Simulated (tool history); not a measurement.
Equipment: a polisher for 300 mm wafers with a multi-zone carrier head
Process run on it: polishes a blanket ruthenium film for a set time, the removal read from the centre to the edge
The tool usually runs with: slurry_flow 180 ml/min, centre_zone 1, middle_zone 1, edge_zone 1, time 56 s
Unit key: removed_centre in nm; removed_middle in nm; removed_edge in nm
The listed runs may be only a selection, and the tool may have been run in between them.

| run | hour | slurry_flow | centre_zone | middle_zone | edge_zone | time | incoming thickness of the incoming film, nm | removed_centre | removed_middle | removed_edge |
|---|---|---|---|---|---|---|---|---|---|---|
| 1 | 0 | 180 | 0.93 | 1 | 1 | 56 | 630 | 53.8 | 58.5 | 56.8 |
| 2 | 87.4 | 120 | 1 | 1 | 1.12 | 56 | 628 | 52.2 | 54.1 | 55.5 |
| 3 | 191.6 | 215 | 0.92 | 1 | 0.97 | 50 | 627.8 | 47.6 | 52 | 49 |
|  | 218.2 | edge zone pressure recalibrated |
| 4 | 285.5 | 145 | 0.91 | 1 | 1 | 56 | 636.4 | 47.6 | 51.5 | 50.5 |
|  | 295.8 | worn pad replaced by a new one |
| 5 | 376.8 | 180 | 1 | 1 | 1 | 56 | 629.2 | 59.4 | 60.7 | 58.3 |
| 6 | 448.5 | 180 | 1 | 1 | 0.93 | 56 | 625.8 | 59.9 | 60 | 55.6 |
|  | 463.6 | slurry nozzle cleaned |
| 7 | 491.2 | 180 | 1 | 1 | 1 | 56 | 621 | 59.7 | 60.2 | 57.9 |
| 8 | 554.9 | 180 | 1 | 1 | 1 | 56 | 637.4 | 58.9 | 61.7 | 57.2 |
| 9 | 598 | 180 | 0.89 | 1.08 | 1.04 | 56 | 632.2 | 53.5 | 63.8 | 58.1 |
|  | 650.2 | centre zone pressure recalibrated |
| 10 | 700.1 | 180 | 1 | 1.09 | 1 | 56 | 638.7 | 56.5 | 63.5 | 56.7 |
| 11 | 794.1 | 180 | 1 | 1 | 1 | 56 | 627.9 | 56 | 57.7 | 56.2 |

What will run 12 give?
| 12 | 847 | 120 | 1 | 1 | 0.96 | 56 | 627.2 | ? | ? | ? |

removed_centre: 50.2 nm
removed_middle: 51.3 nm
removed_edge: 50.8 nm
Minus the tool's unlogged condition, the same run would have read removed_centre 54.2 nm, removed_middle 55.3 nm, removed_edge 54.8 nm.
